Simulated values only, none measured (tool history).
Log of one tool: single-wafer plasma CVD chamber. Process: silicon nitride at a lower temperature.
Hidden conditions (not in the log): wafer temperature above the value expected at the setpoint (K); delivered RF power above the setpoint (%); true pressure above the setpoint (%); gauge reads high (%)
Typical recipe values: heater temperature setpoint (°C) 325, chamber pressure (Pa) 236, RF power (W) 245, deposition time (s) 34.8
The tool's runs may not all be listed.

run	hour	heater temperature setpoint (°C)	chamber pressure (Pa)	RF power (W)	deposition time (s)	wafers since the last listed run	hours since the last thermocouple change	hours since the last RF generator calibration	hours since the last manometer calibration	hours since the showerhead was replaced	hours since the gauge calibration	read-back reference wafer on the same gauge, thickness_nm	mean film thickness on the monitor wafer (angstrom)
1	0.0	325	236	245	34.8	0	1645.9	1906.5	1838.3	3115.3	892.9	42.408	387.38
2	31.5	325	236	245	34.8	596	1677.4	1938.0	1869.8	3146.8	924.4	42.420	382.98
3	60.6	325	236	245	34.8	550	1706.5	1967.1	1898.9	3175.9	953.5	42.377	384.75
4	99.5	325	236	245	34.8	736	1745.4	2006.0	1937.8	3214.8	992.4	42.396	387.18
5	115.0	325	236	245	34.8	293	1760.9	2021.5	1953.3	3230.3	1007.9	42.387	382.96
6	131.9	325	236	255	34.8	319	1777.8	2038.4	1970.2	3247.2	1024.8	42.407	393.96
7	159.4	320	236	260	31.6	520	1805.3	2065.9	1997.7	3274.7	1052.3	42.399	361.26
8	173.9	313	236	210	34.8	274	1819.8	2080.4	2012.2	3289.2	1066.8	42.425	352.80
9	199.4	325	192	230	34.8	482	1845.3	2105.9	2037.7	3314.7	1092.3	42.364	340.79
# hour 208.7: gauge calibrated
10	226.7	325	236	245	40.4	516	1872.6	2133.2	2065.0	3342.0	18.0	42.404	445.55
11	269.9	325	236	245	34.8	817	1915.8	2176.4	2108.2	3385.2	61.2	42.423	386.14
12	291.8	325	236	245	34.8	414	1937.7	2198.3	2130.1	3407.1	83.1	42.434	384.35
13	322.1	319	236	245	34.8	573	1968.0	2228.6	2160.4	3437.4	113.4	42.421	385.43
14	362.9	325	280	245	34.8	772	2008.8	2269.4	2201.2	3478.2	154.2	42.424	409.79
# hour 392.8: capacitance manometer re-zeroed and calibrated
15	394.3	325	213	225	34.8	442	2040.2	2300.8	1.5	3509.6	185.6	42.390	349.57
16	424.3	325	179	245	31.3	567	2070.2	2330.8	31.5	3539.6	215.6	42.427	305.87
# hour 455.4: RF generator calibrated
17	455.9	325	236	245	34.8	446	2101.8	0.5	63.1	3571.2	247.2	42.400	399.07
18	473.7	325	219	245	34.8	336	2119.6	18.3	80.9	3589.0	265.0	42.416	386.08
# hour 484.6: thermocouple changed; heater temperature recalibrated
19	489.2	314	216	225	39.3	141	4.6	33.8	96.4	3604.5	280.5	42.396	413.34
# hour 502.1: showerhead replaced
20	520.6	320	281	245	34.8	442	36.0	65.2	127.8	18.5	311.9	42.384	425.56
21	538.6	320	268	285	29.1	340	54.0	83.2	145.8	36.5	329.9	42.425	384.86
22	560.0	325	236	245	34.8	405	75.4	104.6	167.2	57.9	351.3	42.393	398.03
23	580.1	317	236	245	30.7	380	95.5	124.7	187.3	78.0	371.4	42.399	353.34
24	613.5	325	179	245	31.3	632	128.9	158.1	220.7	111.4	404.8	42.409	317.80
25	630.9	325	236	245	34.8	329	146.3	175.5	238.1	128.8	422.2	42.349	398.09
26	665.5	325	207	260	34.8	654	180.9	210.1	272.7	163.4	456.8	42.407	391.18
27	698.5	314	216	225	39.3	624	213.9	243.1	305.7	196.4	489.8	42.426	414.19
28	732.7	325	236	280	34.8	647	248.1	277.3	339.9	230.6	524.0	42.390	430.26

For each entry between runs, how does the tool's hidden state at the last listed run before it compare with that at the first listed run after it?
Runs 9 to 10: gauge calibrated (hour 208.7)
  delivered RF power above the setpoint (%): -6.58 -> -6.66
  measured minus no-state result, mean film thickness on the monitor wafer (angstrom): -14.62 -> -18.57
Runs 14 to 15: capacitance manometer re-zeroed and calibrated (hour 392.8)
  delivered RF power above the setpoint (%): -7.08 -> -7.18
  measured minus no-state result, mean film thickness on the monitor wafer (angstrom): -18.26 -> -16.55
Runs 16 to 17: RF generator calibrated (hour 455.4)
  delivered RF power above the setpoint (%): -7.27 -> -0.367
  measured minus no-state result, mean film thickness on the monitor wafer (angstrom): -14.03 -> -0.88
Runs 18 to 19: thermocouple changed; heater temperature recalibrated (hour 484.6)
  delivered RF power above the setpoint (%): -0.422 -> -0.47
  measured minus no-state result, mean film thickness on the monitor wafer (angstrom): -0.98 -> -1.22
Runs 19 to 20: showerhead replaced (hour 502.1)
  delivered RF power above the setpoint (%): -0.47 -> -0.568
  measured minus no-state result, mean film thickness on the monitor wafer (angstrom): -1.22 -> -1.44
